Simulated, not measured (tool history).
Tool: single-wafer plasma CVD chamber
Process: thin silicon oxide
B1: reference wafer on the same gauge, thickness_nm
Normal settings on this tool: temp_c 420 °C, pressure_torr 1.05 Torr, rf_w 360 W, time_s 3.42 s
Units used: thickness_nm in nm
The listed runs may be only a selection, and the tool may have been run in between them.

{"run": 1, "hour": 0.0, "temp_c": 420, "pressure_torr": 1.05, "rf_w": 360, "time_s": 3.42, "B1": 9.064, "thickness_nm": 7.953}
{"run": 2, "hour": 27.7, "temp_c": 420, "pressure_torr": 1.05, "rf_w": 360, "time_s": 3.42, "B1": 9.07, "thickness_nm": 7.831}
{"run": 3, "hour": 55.3, "temp_c": 420, "pressure_torr": 1.05, "rf_w": 360, "time_s": 3, "B1": 9.062, "thickness_nm": 6.954}
{"run": 4, "hour": 76.3, "temp_c": 420, "pressure_torr": 1.05, "rf_w": 360, "time_s": 3, "B1": 9.07, "thickness_nm": 6.964}
{"run": 5, "hour": 99.3, "temp_c": 420, "pressure_torr": 1.05, "rf_w": 360, "time_s": 3, "B1": 9.072, "thickness_nm": 6.942}
{"run": 6, "hour": 122.8, "temp_c": 420, "pressure_torr": 1.05, "rf_w": 360, "time_s": 3.42, "B1": 9.064, "thickness_nm": 7.884}
{"run": 7, "hour": 137.9, "temp_c": 420, "pressure_torr": 1.05, "rf_w": 360, "time_s": 3.42, "B1": 9.063, "thickness_nm": 7.827}
{"run": 8, "hour": 162.3, "temp_c": 430, "pressure_torr": 1.05, "rf_w": 360, "time_s": 3.42, "B1": 9.071, "thickness_nm": 7.843}
{"run": 9, "hour": 184.2, "temp_c": 430, "pressure_torr": 1.05, "rf_w": 360, "time_s": 3.42, "B1": 9.072, "thickness_nm": 7.796}
{"hour": 195.5, "done": "thermocouple changed; heater temperature recalibrated"}
{"run": 10, "hour": 208.5, "temp_c": 425, "pressure_torr": 1.05, "rf_w": 360, "time_s": 3.42, "B1": 9.06, "thickness_nm": 7.815}
{"hour": 230.9, "done": "capacitance manometer re-zeroed and calibrated"}
{"run": 11, "hour": 232.5, "temp_c": 420, "pressure_torr": 1.13, "rf_w": 360, "time_s": 3.42, "B1": 9.07, "thickness_nm": 8.64}
{"run": 12, "hour": 244.9, "temp_c": 409, "pressure_torr": 1.05, "rf_w": 360, "time_s": 3.9, "B1": 9.073, "thickness_nm": 9.427}
{"run": 13, "hour": 265.5, "temp_c": 407, "pressure_torr": 1.14, "rf_w": 405, "time_s": 3.42, "B1": 9.063, "thickness_nm": 9.007}
{"hour": 291.4, "done": "RF generator calibrated"}
{"run": 14, "hour": 291.9, "temp_c": 416, "pressure_torr": 1.12, "rf_w": 360, "time_s": 3.42, "B1": 9.065, "thickness_nm": 8.617}
{"run": 15, "hour": 323.1, "temp_c": 408, "pressure_torr": 1.05, "rf_w": 360, "time_s": 3.15, "B1": 9.08, "thickness_nm": 7.595}
{"hour": 346.7, "done": "showerhead replaced"}
{"hour": 348.9, "done": "gauge calibrated"}
{"run": 16, "hour": 355.9, "temp_c": 430, "pressure_torr": 1.05, "rf_w": 360, "time_s": 3.42, "B1": 9.076, "thickness_nm": 8.111}
{"run": 17, "hour": 372.2, "temp_c": 420, "pressure_torr": 1.05, "rf_w": 360, "time_s": 3.42, "B1": 9.073, "thickness_nm": 8.123}
{"run": 18, "hour": 397.7, "temp_c": 420, "pressure_torr": 1.05, "rf_w": 360, "time_s": 3.42, "B1": 9.069, "thickness_nm": 8.188}
{"run": 19, "hour": 427.1, "temp_c": 410, "pressure_torr": 1.19, "rf_w": 360, "time_s": 3.42, "B1": 9.068, "thickness_nm": 8.823}
{"run": 20, "hour": 503.2, "temp_c": 420, "pressure_torr": 1.05, "rf_w": 360, "time_s": 3.42, "B1": 9.072, "thickness_nm": 8.108}
{"run": 21, "hour": 537.2, "temp_c": 420, "pressure_torr": 1.05, "rf_w": 400, "time_s": 2.96, "B1": 9.063, "thickness_nm": 7.161}
{"run": 22, "hour": 568.8, "temp_c": 420, "pressure_torr": 1.05, "rf_w": 360, "time_s": 3, "B1": 9.065, "thickness_nm": 7.074}
{"run": 23, "hour": 583.4, "temp_c": 420, "pressure_torr": 1.05, "rf_w": 360, "time_s": 3.42, "B1": 9.066, "thickness_nm": 8.034}
{"run": 24, "hour": 604.8, "temp_c": 430, "pressure_torr": 1.05, "rf_w": 360, "time_s": 4.02, "B1": 9.079, "thickness_nm": 9.426}
{"run": 25, "hour": 624.3, "temp_c": 420, "pressure_torr": 0.84, "rf_w": 360, "time_s": 3.42, "B1": 9.075, "thickness_nm": 6.872}

Run 26 comes next. What will it give?
{"run": 26, "hour": 656.9, "temp_c": 420, "pressure_torr": 1.13, "rf_w": 330, "time_s": 3.42, "B1": "?", "thickness_nm": "?"}

B1: 9.066
thickness_nm: 8.239 nm
With no hidden state in the tool, this same run would have given thickness_nm 8.42 nm.
